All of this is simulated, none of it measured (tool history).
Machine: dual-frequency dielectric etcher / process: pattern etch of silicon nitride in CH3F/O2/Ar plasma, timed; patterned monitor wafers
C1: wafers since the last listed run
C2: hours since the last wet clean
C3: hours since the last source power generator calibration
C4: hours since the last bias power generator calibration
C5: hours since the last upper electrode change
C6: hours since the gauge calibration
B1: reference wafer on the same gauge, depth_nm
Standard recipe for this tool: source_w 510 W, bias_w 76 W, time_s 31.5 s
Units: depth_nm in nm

run 1 hour=0 | source_w=510 bias_w=76 time_s=31.5 | C1=0 C2=389.8 C3=1898.2 C4=3616.3 C5=2295.2 C6=146.3 | B1=23.6 | depth_nm=23.75
run 2 hour=15.6 | source_w=510 bias_w=76 time_s=31.5 | C1=271 C2=405.4 C3=1913.8 C4=3631.9 C5=2310.8 C6=161.9 | B1=23.58 | depth_nm=23.66
-- hour=25.9 gauge calibrated
run 3 hour=32.8 | source_w=510 bias_w=76 time_s=37 | C1=299 C2=422.6 C3=1931 C4=3649.1 C5=2328 C6=6.9 | B1=23.69 | depth_nm=28.01
run 4 hour=55.7 | source_w=510 bias_w=76 time_s=37 | C1=398 C2=445.5 C3=1953.9 C4=3672 C5=2350.9 C6=29.8 | B1=23.7 | depth_nm=28.02
run 5 hour=81.7 | source_w=510 bias_w=76 time_s=37 | C1=452 C2=471.5 C3=1979.9 C4=3698 C5=2376.9 C6=55.8 | B1=23.69 | depth_nm=28.04
run 6 hour=103.3 | source_w=510 bias_w=76 time_s=31.5 | C1=376 C2=493.1 C3=2001.5 C4=3719.6 C5=2398.5 C6=77.4 | B1=23.67 | depth_nm=23.84
-- hour=146.2 wet clean of the chamber
-- hour=164.7 upper electrode replaced
run 7 hour=165.2 | source_w=510 bias_w=76 time_s=31.5 | C1=337 C2=19 C3=2063.4 C4=3781.5 C5=0.5 C6=139.3 | B1=23.59 | depth_nm=23.74
-- hour=203.4 source power generator calibrated
run 8 hour=223.7 | source_w=390 bias_w=69 time_s=26 | C1=949 C2=77.5 C3=20.3 C4=3840 C5=59 C6=197.8 | B1=23.51 | depth_nm=15.8
-- hour=238.3 gauge calibrated
-- hour=256 bias power generator calibrated
run 9 hour=257.3 | source_w=510 bias_w=76 time_s=38 | C1=515 C2=111.1 C3=53.9 C4=1.3 C5=92.6 C6=19 | B1=23.72 | depth_nm=28.97
run 10 hour=279.6 | source_w=510 bias_w=76 time_s=31.5 | C1=388 C2=133.4 C3=76.2 C4=23.6 C5=114.9 C6=41.3 | B1=23.71 | depth_nm=23.95
run 11 hour=306.7 | source_w=510 bias_w=58 time_s=31.5 | C1=471 C2=160.5 C3=103.3 C4=50.7 C5=142 C6=68.4 | B1=23.7 | depth_nm=21.92
run 12 hour=330 | source_w=510 bias_w=92 time_s=31.5 | C1=405 C2=183.8 C3=126.6 C4=74 C5=165.3 C6=91.7 | B1=23.69 | depth_nm=25.46

What does the tool deliver on the next run?
run 13 hour=342 | source_w=590 bias_w=83 time_s=31.5 | C1=208 C2=195.8 C3=138.6 C4=86 C5=177.3 C6=103.7 | B1=? | depth_nm=?

B1: 23.69
depth_nm: 26.72 nm
With the hidden condition absent and the run-to-run variation left alone, this run would have shown depth_nm 26.75 nm.
